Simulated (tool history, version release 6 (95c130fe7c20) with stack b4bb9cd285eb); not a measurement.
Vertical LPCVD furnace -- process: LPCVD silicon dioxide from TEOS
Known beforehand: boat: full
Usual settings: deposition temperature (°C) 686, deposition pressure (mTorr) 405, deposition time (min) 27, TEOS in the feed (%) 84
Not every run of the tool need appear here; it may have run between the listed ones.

run,hour,deposition temperature (°C),deposition pressure (mTorr),deposition time (min),TEOS in the feed (%),"read-back reference wafer on the same gauge, thickness",film thickness on the monitor wafer in the middle of the boat (angstrom)
1,0,686,405,27,84,152.15,1775.4
2,55.6,686,405,27,84,152.02,1774.1
3,120.9,686,405,27,84,152.08,1762.1
4,174.1,686,405,27,84,152.09,1765.6
5,248.7,686,405,27,84,151.99,1777.8
# hour 356: thermocouples replaced and temperature profile calibrated
# hour 372.6: TEOS flow controller replaced
6,373.1,686,350,27,84,152.09,1632.2
# hour 400.9: pressure gauge zeroed
7,401.4,686,350,27,84,152,1688.1
8,441.8,686,350,27,84,152.01,1686.5
9,479.2,678,405,27,84,152.09,1491.1
10,549.6,686,430,27,94,151.87,1961.3
# hour 559.8: gauge calibrated
11,621.2,686,405,27,84,152,1800.5
12,708.8,686,405,27,96,151.91,1930.5
13,814,677,405,32.5,95,151.89,1844.9
14,887.8,686,320,27,84,152,1577.9
15,966.4,686,405,27,84,151.9,1780.9
16,1053.9,686,405,31.5,84,152.12,2081.9
17,1107.4,686,405,27,84,151.87,1780.9
18,1159.1,690,360,22.5,94,152.01,1620.1

Predict each of these 4 candidate next runs independently; none follows another, all start after run 18:
A,1163.5,693,405,27,84,?,?
B,1163.5,677,490,35,70,?,?
C,1163.5,686,405,22.5,76,?,?
D,1163.5,686,340,27,84,?,?

run,"read-back reference wafer on the same gauge, thickness",film thickness on the monitor wafer in the middle of the boat (angstrom)
A,152.14,2106.8
B,152.14,1873.5
C,152.14,1413.9
D,152.14,1628.9
With no hidden state in the tool, these same runs would have given:
run,film thickness on the monitor wafer in the middle of the boat (angstrom)
A,2143.7
B,1900.5
C,1438.7
D,1663.1
